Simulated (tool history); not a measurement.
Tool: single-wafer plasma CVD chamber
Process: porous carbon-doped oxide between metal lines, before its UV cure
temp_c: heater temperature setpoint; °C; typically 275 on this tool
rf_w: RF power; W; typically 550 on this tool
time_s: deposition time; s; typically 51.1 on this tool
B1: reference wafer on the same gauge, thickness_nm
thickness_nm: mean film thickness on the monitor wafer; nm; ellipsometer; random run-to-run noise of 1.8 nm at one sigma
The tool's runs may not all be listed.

Run 1, hour 0.0: usual settings; B1 274.109. Result: thickness_nm 332.397 nm.
Run 2, hour 47.7: usual settings; B1 274.086. Result: thickness_nm 328.842 nm.
Run 3, hour 141.2: usual settings; B1 274.179. Result: thickness_nm 326.805 nm.
Run 4, hour 206.3: usual settings; B1 274.172. Result: thickness_nm 324.122 nm.
Run 5, hour 303.1: usual settings; B1 274.262. Result: thickness_nm 329.675 nm.
Run 6, hour 403.8: usual settings; B1 274.145. Result: thickness_nm 322.485 nm.
At hour 582.3: showerhead replaced.
At hour 643.3: RF generator calibrated.
Run 7, hour 647.5: usual settings; B1 273.837. Result: thickness_nm 336.384 nm.
Run 8, hour 737.0: usual settings; B1 273.861. Result: thickness_nm 338.289 nm.
Run 9, hour 823.7: usual settings but temp_c 281 °C, rf_w 485 W, time_s 56.1 s; B1 274.277. Result: thickness_nm 332.876 nm.
Run 10, hour 868.1: usual settings but rf_w 490 W; B1 274.122. Result: thickness_nm 320.683 nm.
At hour 907.7: gauge calibrated.
Run 11, hour 964.4: usual settings but temp_c 280 °C, rf_w 475 W, time_s 42.4 s; B1 273.786. Result: thickness_nm 253.550 nm.
Run 12, hour 1044.7: usual settings; B1 274.169. Result: thickness_nm 336.455 nm.
At hour 1129.9: thermocouple changed; heater temperature recalibrated.
Run 13, hour 1143.4: usual settings but temp_c 283 °C, rf_w 515 W, time_s 48.3 s; B1 273.701. Result: thickness_nm 281.908 nm.
Run 14, hour 1227.8: usual settings; B1 274.076. Result: thickness_nm 326.152 nm.
Run 15, hour 1319.7: usual settings; B1 273.828. Result: thickness_nm 321.339 nm.
Run 16, hour 1396.0: usual settings but rf_w 585 W; B1 273.573. Result: thickness_nm 331.186 nm.
Run 17, hour 1465.8: usual settings but temp_c 285 °C; B1 274.040. Result: thickness_nm 299.946 nm.

Consider 5 possible next runs. They are alternatives, not a sequence: every one starts from the tool as it was left by run 17. What does each give?
Run A, hour 1466.2: usual settings but time_s 44.3 s; B1 ?. Result: thickness_nm ?.
Run B, hour 1466.2: usual settings but temp_c 261 °C, rf_w 595 W; B1 ?. Result: thickness_nm ?.
Run C, hour 1466.2: usual settings but temp_c 264 °C; B1 ?. Result: thickness_nm ?.
Run D, hour 1466.2: usual settings but temp_c 262 °C, rf_w 625 W, time_s 57.9 s; B1 ?. Result: thickness_nm ?.
Run E, hour 1466.2: usual settings but rf_w 520 W, time_s 43.2 s; B1 ?. Result: thickness_nm ?.

run       B1  thickness_nm
  A  273.833       279.888
  B  273.833       368.625
  C  273.833       347.393
  D  273.833       423.623
  E  273.833       265.931
Without the tool's hidden state the same runs would have given:
run  thickness_nm
  A       290.321
  B       382.155
  C       360.385
  D       439.166
  E       275.844

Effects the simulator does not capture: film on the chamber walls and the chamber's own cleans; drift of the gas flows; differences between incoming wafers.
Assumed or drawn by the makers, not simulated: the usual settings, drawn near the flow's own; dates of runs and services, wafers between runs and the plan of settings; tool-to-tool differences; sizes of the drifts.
